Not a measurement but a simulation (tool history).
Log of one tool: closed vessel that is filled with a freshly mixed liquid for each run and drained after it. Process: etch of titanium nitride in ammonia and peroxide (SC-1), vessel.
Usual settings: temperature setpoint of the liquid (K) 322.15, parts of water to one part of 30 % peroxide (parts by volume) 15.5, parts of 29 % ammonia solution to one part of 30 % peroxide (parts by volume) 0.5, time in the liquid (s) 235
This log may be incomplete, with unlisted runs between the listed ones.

| run | day | temperature setpoint of the liquid (K) | parts of water to one part of 30 % peroxide (parts by volume) | parts of 29 % ammonia solution to one part of 30 % peroxide (parts by volume) | time in the liquid (s) | read-back film thickness of the titanium nitride reference wafer, read on the same gauge (nm) | thickness taken off the titanium nitride on a monitor wafer (nm) |
|---|---|---|---|---|---|---|---|
| 1 | 0 | 322.15 | 15.5 | 0.6 | 235 | 150 | 12.22 |
| 2 | 1 | 322.15 | 15.5 | 0.5 | 235 | 150.01 | 11.91 |
| 3 | 1.812 | 322.15 | 15.5 | 0.5 | 235 | 150.01 | 11.83 |
|  | 2.267 | thermometer replaced |
| 4 | 2.812 | 322.15 | 15.5 | 0.5 | 235 | 150.03 | 11.92 |
| 5 | 3.942 | 322.15 | 15.5 | 0.5 | 235 | 150.01 | 11.74 |
| 6 | 5.354 | 322.15 | 15.5 | 0.65 | 350 | 150 | 18.41 |
| 7 | 6.571 | 322.15 | 18.5 | 0.5 | 235 | 150 | 10.69 |
| 8 | 7.554 | 322.15 | 15.5 | 0.5 | 235 | 150 | 11.81 |
|  | 7.954 | ammonia flow meter replaced |
|  | 8.033 | gauge calibrated |
| 9 | 8.079 | 328.15 | 15.5 | 0.5 | 235 | 149.99 | 17.76 |
| 10 | 10.621 | 322.15 | 15.5 | 0.5 | 235 | 149.99 | 11.7 |
| 11 | 11.704 | 322.15 | 15.5 | 0.65 | 235 | 150.01 | 12.41 |
| 12 | 12.212 | 322.15 | 13.5 | 0.35 | 145 | 149.99 | 7.32 |
| 13 | 13.625 | 322.15 | 15.5 | 0.5 | 235 | 150 | 11.64 |
| 14 | 14.775 | 313.15 | 15.5 | 0.55 | 340 | 149.98 | 8.96 |
|  | 15.996 | new drum of ammonia solution connected |
| 15 | 16.017 | 327.15 | 15.5 | 0.35 | 375 | 150.02 | 24.79 |
|  | 16.117 | ammonia flow meter replaced, repeated, since the last time left the tool worse |
| 16 | 16.675 | 322.15 | 22.5 | 0.4 | 130 | 150 | 5.2 |
| 17 | 17.517 | 319.15 | 21.5 | 0.5 | 235 | 149.98 | 8.12 |
| 18 | 20.738 | 322.15 | 15.5 | 0.5 | 290 | 149.99 | 14.83 |
| 19 | 21.883 | 317.15 | 15.5 | 0.5 | 235 | 150 | 8.47 |
| 20 | 23.138 | 322.15 | 15.5 | 0.5 | 235 | 149.99 | 11.96 |
| 21 | 23.817 | 330.15 | 20 | 0.55 | 235 | 150.01 | 18.41 |
| 22 | 25.292 | 312.65 | 15.5 | 0.25 | 345 | 150.01 | 7.75 |
| 23 | 26.246 | 322.15 | 15.5 | 0.5 | 235 | 150 | 12.11 |
| 24 | 27.246 | 322.15 | 15.5 | 0.5 | 235 | 150 | 12.04 |
| 25 | 27.838 | 322.15 | 17.5 | 0.5 | 235 | 149.99 | 11.25 |
| 26 | 28.596 | 322.15 | 15.5 | 0.5 | 235 | 149.99 | 12.14 |
| 27 | 29.571 | 319.15 | 18 | 0.65 | 270 | 150.01 | 10.73 |
| 28 | 30.679 | 322.15 | 15.5 | 0.5 | 235 | 150.02 | 11.95 |

For some of the steps in thickness taken off the titanium nitride on a monitor wafer (nm) from one run to the next: how much would appear even if the tool had no hidden state, given the settings, what came in and random variation, and how much remains for the hidden state plus any gauge scatter that the measured result and the result without hidden state don't share?
Hidden state present: liquid colder than its thermometer reads (K); ammonia flow below the setpoint (%); ammonia solution weaker than its label (%); gauge reads high (%).
Run 14 -> 15: temperature setpoint of the liquid (K) 313.15 -> 327.15, parts of 29 % ammonia solution to one part of 30 % peroxide (parts by volume) 0.55 -> 0.35, time in the liquid (s) 340 -> 375, new drum of ammonia solution connected. thickness taken off the titanium nitride on a monitor wafer (nm) +15.83: hidden state -0.53, all else +16.36.
Run 15 -> 16: temperature setpoint of the liquid (K) 327.15 -> 322.15, parts of water to one part of 30 % peroxide (parts by volume) 15.5 -> 22.5, parts of 29 % ammonia solution to one part of 30 % peroxide (parts by volume) 0.35 -> 0.4, time in the liquid (s) 375 -> 130, ammonia flow meter replaced, repeated, since the last time left the tool worse. thickness taken off the titanium nitride on a monitor wafer (nm) -19.59: hidden state +0.8, all else -20.39.

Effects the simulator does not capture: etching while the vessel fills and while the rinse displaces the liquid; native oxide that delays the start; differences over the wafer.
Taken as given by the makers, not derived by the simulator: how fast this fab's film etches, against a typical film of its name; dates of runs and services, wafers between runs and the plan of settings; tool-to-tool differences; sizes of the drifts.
